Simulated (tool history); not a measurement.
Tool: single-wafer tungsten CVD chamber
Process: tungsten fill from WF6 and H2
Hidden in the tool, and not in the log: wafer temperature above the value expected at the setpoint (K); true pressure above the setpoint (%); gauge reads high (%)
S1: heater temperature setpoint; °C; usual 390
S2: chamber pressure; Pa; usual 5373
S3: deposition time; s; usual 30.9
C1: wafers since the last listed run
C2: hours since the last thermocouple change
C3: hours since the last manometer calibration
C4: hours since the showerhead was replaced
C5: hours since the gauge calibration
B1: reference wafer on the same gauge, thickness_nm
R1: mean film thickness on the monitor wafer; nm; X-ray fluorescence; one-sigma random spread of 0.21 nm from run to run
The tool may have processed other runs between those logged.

run	day	S1	S2	S3	C1	C2	C3	C4	C5	B1	R1
1	0.000	398	5373	30.9	0	836.2	1958.1	2543.6	299.8	96.282	100.916
2	1.675	398	5373	30.9	873	876.4	1998.3	2583.8	340.0	96.336	100.742
3	3.579	383	5373	30.9	992	922.1	2044.0	2629.5	385.7	96.279	76.292
4	4.908	383	5373	30.9	693	954.0	2075.9	2661.4	417.6	96.275	76.193
5	6.754	390	5373	30.9	962	998.3	2120.2	2705.7	461.9	96.282	86.820
6	7.812	390	5373	30.9	551	1023.7	2145.6	2731.1	487.3	96.322	87.505
7	10.792	390	5373	30.9	1553	1095.2	2217.1	2802.6	558.8	96.344	86.880
8	13.312	390	5373	30.9	1314	1155.7	2277.6	2863.1	619.3	96.305	86.958
9	15.771	390	5373	30.9	1281	1214.7	2336.6	2922.1	678.3	96.227	87.054
10	18.017	390	5373	30.9	1171	1268.6	2390.5	2976.0	732.2	96.330	86.902
11	19.075	390	5373	30.9	551	1294.0	2415.9	3001.4	757.6	96.269	86.543
# day 19.517: capacitance manometer re-zeroed and calibrated
12	20.450	387	5053	30.9	543	1327.0	22.4	3034.4	790.6	96.308	79.696
13	23.154	387	5053	30.9	1410	1391.9	87.3	3099.3	855.5	96.256	80.159
14	24.646	390	5373	30.9	777	1427.7	123.1	3135.1	891.3	96.270	88.271
# day 25.700: gauge calibrated
15	26.800	402	5373	27.0	1123	1479.4	174.8	3186.8	26.4	96.262	95.330
# day 28.021: thermocouple changed; heater temperature recalibrated
16	29.246	399	4386	30.9	1101	29.4	233.5	3245.5	85.1	96.306	89.182
17	31.133	375	5373	27.0	984	74.7	278.8	3290.8	130.4	96.277	57.735
# day 32.733: showerhead replaced
18	33.946	390	5373	30.9	1292	142.2	346.3	29.1	197.9	96.212	88.015
19	35.654	390	5373	30.9	890	183.2	387.3	70.1	238.9	96.321	88.232
20	37.500	382	5373	30.9	962	227.5	431.6	114.4	283.2	96.305	75.670
21	39.621	390	6199	30.9	1105	278.4	482.5	165.3	334.1	96.292	96.826
22	42.338	375	5373	30.9	1416	343.6	547.7	230.5	399.3	96.314	65.978
23	44.029	405	5373	30.9	882	384.2	588.3	271.1	439.9	96.314	115.095
24	45.758	390	5373	30.9	901	425.7	629.8	312.6	481.4	96.311	88.145
25	47.704	375	5373	26.4	1014	472.4	676.5	359.3	528.1	96.307	56.097
26	50.146	390	4960	36.5	1273	531.0	735.1	417.9	586.7	96.322	97.750
27	52.796	390	5373	27.2	1381	594.6	798.7	481.5	650.3	96.303	77.307

Below are 5 alternative next runs, each starting from the tool's condition after run 27. Predict each:
A	52.812	380	5373	30.9	8	595.0	799.1	481.9	650.7	?	?
B	52.812	381	4080	36.4	8	595.0	799.1	481.9	650.7	?	?
C	52.812	401	4440	25.0	8	595.0	799.1	481.9	650.7	?	?
D	52.812	390	6559	30.9	8	595.0	799.1	481.9	650.7	?	?
E	52.812	390	4880	30.9	8	595.0	799.1	481.9	650.7	?	?

run	B1	R1
A	96.211	72.511
B	96.211	70.120
C	96.211	74.762
D	96.211	100.197
E	96.211	81.720
Had the tool no hidden state, the same runs would have come out as:
run	R1
A	73.039
B	70.648
C	75.326
D	100.898
E	82.327
